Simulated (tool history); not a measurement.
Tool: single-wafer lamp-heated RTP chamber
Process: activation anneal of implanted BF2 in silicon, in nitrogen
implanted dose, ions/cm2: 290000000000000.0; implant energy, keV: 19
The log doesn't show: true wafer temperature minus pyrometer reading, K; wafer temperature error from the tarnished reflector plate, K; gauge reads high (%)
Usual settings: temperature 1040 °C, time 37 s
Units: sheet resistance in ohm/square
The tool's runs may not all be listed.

run   hour  temperature  time  wafers since the last listed run  wafers since the last pyrometer calibration  wafers since the reflector plate was cleaned  hours since the gauge calibration  read-back reference wafer on the same gauge, sheet resistance  sheet resistance
  1    0.0         1040    37                                 0                                         4482                                          2004                              477.5                                                         414.33            362.80
  2   71.9         1040    37                              1735                                         6217                                          3739                              549.4                                                         413.72            362.26
     100.3  -- pyrometer window cleaned and pyrometer calibrated
  3  109.8         1040    37                               721                                          228                                          4461                              587.3                                                         413.55            362.83
  4  144.4         1040    37                               835                                         1063                                          5296                              621.9                                                         413.05            361.81
  5  211.9         1040    37                              1629                                         2692                                          6925                              689.4                                                         413.22            362.48
  6  266.6         1059    37                              1320                                         4013                                          8246                              744.1                                                         413.44            358.11
  7  305.0         1040    37                               926                                         4940                                          9173                              782.5                                                         412.76            361.61
  8  350.5         1040    37                              1098                                         6038                                         10271                              828.0                                                         412.45            361.21
     382.2  -- pyrometer window cleaned and pyrometer calibrated
  9  398.9         1040    37                               975                                          402                                         11246                              876.4                                                         412.30            360.18
 10  426.4         1040    37                               663                                         1066                                         11910                              903.9                                                         411.73            359.53
     442.8  -- reflector plate cleaned
     469.6  -- gauge calibrated
 11  469.7         1040    37                               852                                         1918                                           648                                0.1                                                         416.89            367.21
 12  535.6         1040    37                              1590                                         3509                                          2238                               66.0                                                         417.49            365.15

Run 13 comes next. What will it give?
 13  569.5         1040    37                               818                                         4327                                          3057                               99.9                                                              ?                 ?

{"run 13": {"read-back reference wafer on the same gauge, sheet resistance": 416.68, "sheet resistance": 365.54}}
Without the tool's hidden state the same run would have given sheet resistance 365.69 ohm/square.
